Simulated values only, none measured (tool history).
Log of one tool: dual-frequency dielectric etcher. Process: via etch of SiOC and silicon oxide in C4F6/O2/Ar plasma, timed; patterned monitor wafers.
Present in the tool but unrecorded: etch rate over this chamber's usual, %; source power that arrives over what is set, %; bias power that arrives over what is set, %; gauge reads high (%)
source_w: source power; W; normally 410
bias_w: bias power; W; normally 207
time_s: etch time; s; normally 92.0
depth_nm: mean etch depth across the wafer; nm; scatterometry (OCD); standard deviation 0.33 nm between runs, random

run,hour,source_w,bias_w,time_s,wafers since the last listed run,hours since the last wet clean,hours since the last source power generator calibration,hours since the last bias power generator calibration,hours since the last upper electrode change,hours since the gauge calibration,"read-back reference wafer on the same gauge, depth_nm",depth_nm
1,0.0,410,207,92.0,0,356.8,1336.0,2397.0,750.7,852.5,101.6,108.7
# hour 62.3: wet clean of the chamber
2,62.8,410,233,92.0,283,0.5,1398.8,2459.8,813.5,915.3,101.6,112.4
3,122.3,410,233,92.0,435,60.0,1458.3,2519.3,873.0,974.8,101.4,112.7
4,194.1,410,207,92.0,524,131.8,1530.1,2591.1,944.8,1046.6,101.3,108.5
5,278.8,410,207,92.0,619,216.5,1614.8,2675.8,1029.5,1131.3,101.3,108.1
6,373.2,410,207,92.0,690,310.9,1709.2,2770.2,1123.9,1225.7,101.2,108.0
# hour 474.0: wet clean of the chamber
7,474.5,410,207,100.5,565,0.5,1810.5,2871.5,1225.2,1327.0,101.0,117.3
8,578.7,410,207,92.0,761,104.7,1914.7,2975.7,1329.4,1431.2,100.8,106.9
9,812.3,410,207,92.0,1707,338.3,2148.3,3209.3,1563.0,1664.8,100.4,106.7
# hour 832.7: gauge calibrated
10,917.2,410,207,114.0,766,443.2,2253.2,3314.2,1667.9,84.5,102.0,134.8
# hour 948.2: wet clean of the chamber
11,1017.3,410,207,114.0,556,69.1,2353.3,3414.3,1768.0,184.6,102.0,134.6
# hour 1057.0: source power generator calibrated
12,1102.3,410,207,92.0,592,154.1,45.3,3499.3,1853.0,269.6,101.9,108.8
13,1193.3,410,207,92.0,665,245.1,136.3,3590.3,1944.0,360.6,101.8,108.1
14,1299.5,410,207,113.5,776,351.3,242.5,3696.5,2050.2,466.8,101.8,133.6
# hour 1366.8: wet clean of the chamber
# hour 1521.3: upper electrode replaced
15,1531.4,500,158,92.0,1344,164.6,474.4,3928.4,10.1,698.7,101.7,106.5
# hour 1579.4: bias power generator calibrated
16,1628.5,340,229,92.0,680,261.7,571.5,49.1,107.2,795.8,101.6,105.6
17,1703.0,410,207,84.5,544,336.2,646.0,123.6,181.7,870.3,101.4,99.3
# hour 1740.2: wet clean of the chamber
18,1775.8,410,207,66.0,356,35.6,718.8,196.4,254.5,943.1,101.5,77.4
19,1816.8,370,191,92.0,299,76.6,759.8,237.4,295.5,984.1,101.5,101.8
20,1902.1,360,207,83.0,623,161.9,845.1,322.7,380.8,1069.4,101.2,93.3
21,1979.1,440,182,92.0,562,238.9,922.1,399.7,457.8,1146.4,101.1,105.7
22,2023.4,360,170,92.0,323,283.2,966.4,444.0,502.1,1190.7,101.1,96.7
23,2074.3,470,207,117.5,372,334.1,1017.3,494.9,553.0,1241.6,101.0,143.8
24,2180.7,410,207,92.0,777,440.5,1123.7,601.3,659.4,1348.0,100.8,107.2

Alternative continuations, all from the tool just after run 24; predict every row:
A,2181.1,320,207,92.0,2,440.9,1124.1,601.7,659.8,1348.4,?,?
B,2181.1,380,254,119.5,2,440.9,1124.1,601.7,659.8,1348.4,?,?
C,2181.1,510,155,76.0,2,440.9,1124.1,601.7,659.8,1348.4,?,?
D,2181.1,460,182,101.5,2,440.9,1124.1,601.7,659.8,1348.4,?,?

run,"read-back reference wafer on the same gauge, depth_nm",depth_nm
A,100.8,100.1
B,100.8,146.9
C,100.8,88.1
D,100.8,119.2
The same runs, with their run-to-run variation unchanged, on a tool lacking any hidden condition would have given:
run,depth_nm
A,101.2
B,148.6
C,89.1
D,120.6
